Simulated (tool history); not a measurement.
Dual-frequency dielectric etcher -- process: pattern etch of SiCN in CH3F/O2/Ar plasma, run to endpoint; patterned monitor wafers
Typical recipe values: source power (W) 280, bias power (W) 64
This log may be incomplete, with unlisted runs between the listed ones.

run     day  source power (W)  bias power (W)  incoming incoming film thickness, nm  endpoint time (s)
  1   0.000               280              64                                 12.08               37.4
  2   2.071               280              64                                 11.98               37.5
  3   3.788               280              64                                 12.04               38.1
  4   4.796               280              58                                 11.97               38.7
  5   6.271               320              64                                 12.10               36.0
  6   7.850               240              75                                 12.11               39.2
  7   9.233               280              59                                 12.15               39.5
  8  11.579               280              56                                 12.14               40.3
  9  14.492               280              56                                 12.33               41.4
 10  15.938               280              56                                 12.15               40.7
     17.067  -- wet clean of the chamber
 11  18.496               280              64                                 12.15               37.1
 12  21.429               280              64                                 12.08               37.4
     23.362  -- upper electrode replaced
 13  23.429               280              53                                 12.14               39.8
     25.654  -- bias power generator calibrated
 14  26.104               280              53                                 12.06               40.2
 15  30.017               280              64                                 12.02               37.9
 16  31.867               330              50                                 12.16               38.2
 17  33.225               340              52                                 11.93               36.9
 18  34.346               320              74                                 12.05               34.8
 19  36.208               340              64                                 12.21               35.8
     38.038  -- wet clean of the chamber
 20  38.988               220              64                                 11.99               41.0
 21  43.667               220              75                                 12.12               39.7
 22  46.158               330              79                                 12.04               32.9
 23  47.425               280              64                                 12.01               37.6
 24  49.796               210              69                                 12.08               42.2
     50.446  -- source power generator calibrated
 25  51.683               280              64                                 12.28               39.3
 26  53.692               220              58                                 11.99               43.9
 27  56.333               280              64                                 12.09               38.6
 28  57.962               230              73                                 12.06               40.6
     59.117  -- wet clean of the chamber
 29  59.875               280              71                                 12.11               35.8
 30  61.083               210              55                                 11.95               43.7
 31  63.400               260              58                                 12.03               39.3

A few steps of endpoint time (s) between consecutive runs. Split each: what settings, incoming material and random variation would produce without the hidden state, and what is left over for the hidden state, along with gauge scatter present in only one of the two compared results (measured, and without hidden state):
Unlogged tool condition in this case: etch rate over this chamber's usual, %; source power that arrives over what is set, %; bias power that arrives over what is set, %.
Run 10 -> 11: bias power (W) 56 -> 64, wet clean of the chamber. endpoint time (s) -3.6: hidden state -2.1, all else -1.5.
Run 19 -> 20: source power (W) 340 -> 220, wet clean of the chamber. endpoint time (s) +5.2: hidden state -1.4, all else +6.6.
Run 21 -> 22: source power (W) 220 -> 330, bias power (W) 75 -> 79. endpoint time (s) -6.8: hidden state +0.2, all else -7.0.
Run 26 -> 27: source power (W) 220 -> 280, bias power (W) 58 -> 64. endpoint time (s) -5.3: hidden state +0.1, all else -5.4.
Run 28 -> 29: source power (W) 230 -> 280, bias power (W) 73 -> 71, wet clean of the chamber. endpoint time (s) -4.8: hidden state -2.1, all else -2.7.
Run 29 -> 30: source power (W) 280 -> 210, bias power (W) 71 -> 55. endpoint time (s) +7.9: hidden state +0.1, all else +7.8.

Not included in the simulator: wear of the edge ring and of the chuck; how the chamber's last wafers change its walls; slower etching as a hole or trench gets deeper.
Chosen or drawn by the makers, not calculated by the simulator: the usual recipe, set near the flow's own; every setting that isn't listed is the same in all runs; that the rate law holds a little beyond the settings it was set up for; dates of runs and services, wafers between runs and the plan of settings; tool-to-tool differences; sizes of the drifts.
